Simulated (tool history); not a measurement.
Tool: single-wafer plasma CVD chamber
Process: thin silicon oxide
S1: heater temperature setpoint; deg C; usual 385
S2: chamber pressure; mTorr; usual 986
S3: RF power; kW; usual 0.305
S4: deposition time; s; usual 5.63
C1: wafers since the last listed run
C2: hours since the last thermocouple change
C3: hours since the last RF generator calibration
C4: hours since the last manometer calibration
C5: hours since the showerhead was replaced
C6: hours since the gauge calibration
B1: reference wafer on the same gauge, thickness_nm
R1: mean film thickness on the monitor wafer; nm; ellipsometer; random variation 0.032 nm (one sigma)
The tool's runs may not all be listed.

run,hour,S1,S2,S3,S4,C1,C2,C3,C4,C5,C6,B1,R1
1,0.0,385,1147,0.305,5.63,0,1737.4,2040.7,28.5,5261.8,234.6,11.599,13.922
2,12.1,385,1147,0.305,5.63,340,1749.5,2052.8,40.6,5273.9,246.7,11.601,13.893
3,34.8,385,1140,0.305,5.63,638,1772.2,2075.5,63.3,5296.6,269.4,11.599,13.716
4,56.1,385,1140,0.305,5.63,598,1793.5,2096.8,84.6,5317.9,290.7,11.606,13.765
5,79.4,385,1140,0.305,5.63,655,1816.8,2120.1,107.9,5341.2,314.0,11.604,13.777
6,104.7,385,986,0.305,5.63,711,1842.1,2145.4,133.2,5366.5,339.3,11.601,12.562
7,129.7,385,986,0.305,5.63,702,1867.1,2170.4,158.2,5391.5,364.3,11.598,12.558
8,145.5,385,986,0.305,5.63,444,1882.9,2186.2,174.0,5407.3,380.1,11.599,12.570
# hour 170.1: showerhead replaced
9,176.4,385,986,0.305,5.63,643,1913.8,2217.1,204.9,6.3,411.0,11.600,12.512
10,203.0,385,986,0.270,4.71,747,1940.4,2243.7,231.5,32.9,437.6,11.601,9.960
11,219.3,385,1219,0.305,4.85,458,1956.7,2260.0,247.8,49.2,453.9,11.594,12.308
12,254.0,380,1104,0.325,6.23,975,1991.4,2294.7,282.5,83.9,488.6,11.604,15.362
13,270.1,390,986,0.305,5.63,452,2007.5,2310.8,298.6,100.0,504.7,11.599,12.454
14,292.5,385,839,0.285,5.63,629,2029.9,2333.2,321.0,122.4,527.1,11.603,10.685
15,307.1,380,1104,0.325,6.23,410,2044.5,2347.8,335.6,137.0,541.7,11.601,15.374
# hour 316.7: RF generator calibrated
16,319.2,385,903,0.330,5.63,115,2056.6,2.5,347.7,149.1,553.8,11.592,12.051

Forecast run 17:
17,346.0,385,986,0.335,6.39,753,2083.4,29.3,374.5,175.9,580.6,?,?

B1: 11.597
R1: 14.763 nm
Without the tool's hidden state the same run would have given R1 14.938 nm.
